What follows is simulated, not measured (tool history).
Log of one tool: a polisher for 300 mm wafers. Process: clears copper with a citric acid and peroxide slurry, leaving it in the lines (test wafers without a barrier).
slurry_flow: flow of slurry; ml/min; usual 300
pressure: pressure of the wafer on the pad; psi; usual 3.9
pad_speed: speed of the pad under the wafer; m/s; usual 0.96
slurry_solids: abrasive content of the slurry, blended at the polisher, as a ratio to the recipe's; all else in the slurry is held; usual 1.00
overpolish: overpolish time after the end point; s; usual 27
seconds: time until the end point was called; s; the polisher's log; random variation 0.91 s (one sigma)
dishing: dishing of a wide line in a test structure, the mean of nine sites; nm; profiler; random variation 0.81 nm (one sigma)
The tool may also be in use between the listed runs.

| run | day | slurry_flow | pressure | pad_speed | slurry_solids | overpolish | wafers since the last listed run | wafers polished on this pad | hours since the slurry nozzle was cleaned | hours since the head pressure was calibrated | hours since the slurry blender was calibrated | incoming thickness of the incoming film, nm | seconds | dishing |
|---|---|---|---|---|---|---|---|---|---|---|---|---|---|---|
| 1 | 0.000 | 300 | 4.8 | 0.96 | 1.00 | 27 | 0 | 1027 | 114.3 | 399.9 | 387.3 | 268.7 | 83.6 | 34.1 |
|  | 0.917 | worn pad replaced by a new one |
| 2 | 0.938 | 300 | 4.8 | 0.96 | 1.00 | 27 | 143 | 3 | 136.8 | 422.4 | 409.8 | 261.6 | 83.0 | 34.0 |
| 3 | 1.583 | 300 | 3.9 | 0.96 | 1.00 | 27 | 120 | 124 | 152.3 | 437.9 | 425.3 | 266.6 | 103.7 | 30.4 |
|  | 1.742 | slurry blender recalibrated |
| 4 | 2.204 | 300 | 3.9 | 0.96 | 1.15 | 27 | 100 | 224 | 167.2 | 452.8 | 11.1 | 269.8 | 91.6 | 32.7 |
| 5 | 3.683 | 300 | 3.9 | 0.96 | 1.15 | 27 | 276 | 501 | 202.7 | 488.3 | 46.6 | 265.2 | 91.6 | 33.3 |
| 6 | 5.008 | 300 | 3.9 | 0.96 | 1.15 | 27 | 247 | 748 | 234.5 | 520.1 | 78.4 | 267.2 | 92.5 | 32.2 |
| 7 | 6.329 | 300 | 3.9 | 0.96 | 1.00 | 35 | 246 | 995 | 266.2 | 551.8 | 110.1 | 263.6 | 93.6 | 33.3 |
|  | 6.650 | worn pad replaced by a new one |
| 8 | 7.471 | 300 | 3.9 | 0.80 | 1.00 | 27 | 182 | 153 | 293.6 | 579.2 | 137.5 | 264.5 | 112.8 | 29.2 |
| 9 | 10.392 | 300 | 3.9 | 0.80 | 1.00 | 27 | 545 | 698 | 363.7 | 649.3 | 207.6 | 265.7 | 116.9 | 28.8 |
| 10 | 10.933 | 300 | 3.9 | 0.96 | 1.00 | 27 | 101 | 800 | 376.7 | 662.3 | 220.6 | 266.4 | 101.5 | 30.7 |
|  | 11.896 | head pressure recalibrated |
| 11 | 12.192 | 300 | 3.9 | 0.96 | 1.00 | 27 | 219 | 1019 | 406.9 | 7.1 | 250.8 | 265.1 | 87.9 | 33.9 |
|  | 12.546 | slurry nozzle cleaned |
|  | 12.679 | worn pad replaced by a new one |
| 12 | 12.821 | 300 | 3.9 | 0.96 | 1.00 | 27 | 84 | 26 | 6.6 | 22.2 | 265.9 | 269.3 | 91.3 | 33.0 |
| 13 | 13.412 | 300 | 3.9 | 0.78 | 1.00 | 27 | 110 | 136 | 20.8 | 36.4 | 280.1 | 268.3 | 108.3 | 30.4 |
| 14 | 14.542 | 205 | 3.9 | 0.96 | 1.00 | 27 | 210 | 347 | 47.9 | 63.5 | 307.2 | 265.9 | 96.6 | 31.4 |
| 15 | 15.633 | 300 | 2.8 | 0.96 | 1.00 | 27 | 203 | 551 | 74.1 | 89.7 | 333.4 | 267.3 | 127.5 | 26.3 |
| 16 | 17.771 | 300 | 3.9 | 0.96 | 1.00 | 27 | 399 | 950 | 125.4 | 141.0 | 384.7 | 262.9 | 95.0 | 31.6 |
|  | 18.579 | worn pad replaced by a new one |
| 17 | 18.704 | 300 | 3.9 | 1.12 | 1.00 | 27 | 143 | 23 | 147.8 | 163.4 | 407.1 | 263.8 | 87.5 | 32.5 |
|  | 19.267 | slurry blender recalibrated |
| 18 | 19.833 | 245 | 3.9 | 0.70 | 1.20 | 12 | 195 | 218 | 174.9 | 190.5 | 13.6 | 263.8 | 104.3 | 18.4 |
| 19 | 21.258 | 270 | 3.9 | 0.96 | 1.00 | 13 | 266 | 484 | 209.1 | 224.7 | 47.8 | 263.8 | 87.7 | 22.4 |
| 20 | 22.058 | 300 | 3.9 | 1.10 | 1.20 | 12 | 149 | 634 | 228.3 | 243.9 | 67.0 | 264.5 | 73.1 | 23.8 |
| 21 | 23.058 | 300 | 3.9 | 0.96 | 1.00 | 27 | 186 | 820 | 252.3 | 267.9 | 91.0 | 267.4 | 85.6 | 32.2 |
| 22 | 24.067 | 300 | 5.1 | 0.96 | 1.00 | 20 | 188 | 1009 | 276.5 | 292.1 | 115.2 | 266.8 | 68.6 | 33.6 |
|  | 24.379 | worn pad replaced by a new one |
| 23 | 25.517 | 340 | 3.9 | 0.96 | 1.00 | 27 | 239 | 212 | 311.3 | 326.9 | 150.0 | 259.1 | 85.0 | 33.3 |
| 24 | 26.704 | 300 | 3.9 | 0.96 | 1.00 | 36 | 221 | 433 | 339.8 | 355.4 | 178.5 | 264.8 | 88.7 | 36.9 |
| 25 | 27.996 | 300 | 3.9 | 0.96 | 1.00 | 27 | 241 | 675 | 370.8 | 386.4 | 209.5 | 262.9 | 89.3 | 34.0 |
| 26 | 28.850 | 300 | 5.1 | 0.82 | 1.00 | 18 | 159 | 834 | 391.3 | 406.9 | 230.0 | 261.6 | 80.1 | 29.8 |

Forecast each of these 3 alternatives for the next run:
| A | 28.871 | 300 | 3.9 | 0.96 | 1.00 | 17 | 3 | 838 | 391.8 | 407.4 | 230.5 | 262.4 | ? | ? |
| B | 28.871 | 335 | 3.9 | 0.96 | 1.00 | 27 | 3 | 838 | 391.8 | 407.4 | 230.5 | 262.4 | ? | ? |
| C | 28.871 | 300 | 3.9 | 1.06 | 1.00 | 27 | 3 | 838 | 391.8 | 407.4 | 230.5 | 262.4 | ? | ? |

| run | seconds | dishing |
|---|---|---|
| A | 88.7 | 25.7 |
| B | 87.8 | 32.7 |
| C | 81.8 | 33.7 |
Without the tool's hidden state the same runs would have given:
| run | seconds | dishing |
|---|---|---|
| A | 81.2 | 27.0 |
| B | 80.4 | 34.0 |
| C | 74.9 | 34.8 |
